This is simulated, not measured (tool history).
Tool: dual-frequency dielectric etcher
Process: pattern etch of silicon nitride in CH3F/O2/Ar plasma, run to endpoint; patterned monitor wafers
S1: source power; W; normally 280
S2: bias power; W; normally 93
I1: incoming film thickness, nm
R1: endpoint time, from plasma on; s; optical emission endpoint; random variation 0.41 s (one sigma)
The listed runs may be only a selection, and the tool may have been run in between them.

run	day	S1	S2	I1	R1
1	0	280	84	51.5	79.7
2	0.629	280	93	51.3	77.6
3	1.75	280	93	51.1	78.2
4	2.508	280	93	51.5	78
5	3.617	270	93	50.8	78.6
6	4.612	320	93	51.8	73.6
# day 5.633: wet clean of the chamber
7	5.654	320	93	50.8	70.7
8	6.467	320	93	51.3	71.9
9	7.279	280	93	51.1	75.4
10	8.592	280	93	51.8	76.7
11	9.588	280	93	51.2	76.1
12	10.108	280	93	51.7	76
13	10.708	280	93	51.9	77.5
14	11.462	260	93	52	80.3
15	12.762	280	93	51.5	76.9
# day 13.625: source power generator calibrated
16	13.646	280	93	51.2	77.1
17	14.642	280	105	51	73.5
18	16.112	280	93	51.5	78.1
19	17.333	220	76	51.4	92
20	18.521	340	110	52	68.2
21	19.708	330	106	51.5	70
22	20.217	310	93	50.9	73.6
23	21.229	280	93	51.5	78.2
# day 22.375: wet clean of the chamber
# day 22.671: bias power generator calibrated
# day 24.196: upper electrode replaced
24	24.217	320	77	51.6	74.8
25	24.879	320	80	52.2	75.2
26	26.062	330	109	51.7	68.6
27	26.85	330	93	52	71.2
28	28.271	350	79	51	71
29	32.121	240	86	51.6	84.7
30	33.083	280	93	51.5	78.1
31	34.246	280	93	51.4	77.1
32	35.162	240	93	51.3	83.4
33	35.912	280	72	50.7	81.5
34	37.071	300	81	50.5	76.9
# day 40.288: wet clean of the chamber
35	40.308	280	116	50.9	71.1

Selected run-to-run steps in R1, each split into two signed amounts: the part the tool would show with no hidden state at all (from settings, incoming material and random variation), and the remainder, which goes to the hidden state together with any gauge scatter not common to the measured and the hidden-state-free results:
Unlogged tool condition in this case: etch rate over this chamber's usual, %; source power that arrives over what is set, %; bias power that arrives over what is set, %.
Run 6 -> 7: wet clean of the chamber. R1 -2.9 s: hidden state -2, all else -0.9.
Run 18 -> 19: S1 280 -> 220, S2 93 -> 76. R1 +13.9 s: hidden state +0.4, all else +13.5.
Run 19 -> 20: S1 220 -> 340, S2 76 -> 110. R1 -23.8 s: hidden state -0.3, all else -23.5.
Run 23 -> 24: S1 280 -> 320, S2 93 -> 77, wet clean of the chamber, bias power generator calibrated, upper electrode replaced. R1 -3.4 s: hidden state -1.9, all else -1.5.
Run 28 -> 29: S1 350 -> 240, S2 79 -> 86. R1 +13.7 s: hidden state +0.6, all else +13.1.
Run 34 -> 35: S1 300 -> 280, S2 81 -> 116, wet clean of the chamber. R1 -5.8 s: hidden state -1.6, all else -4.2.
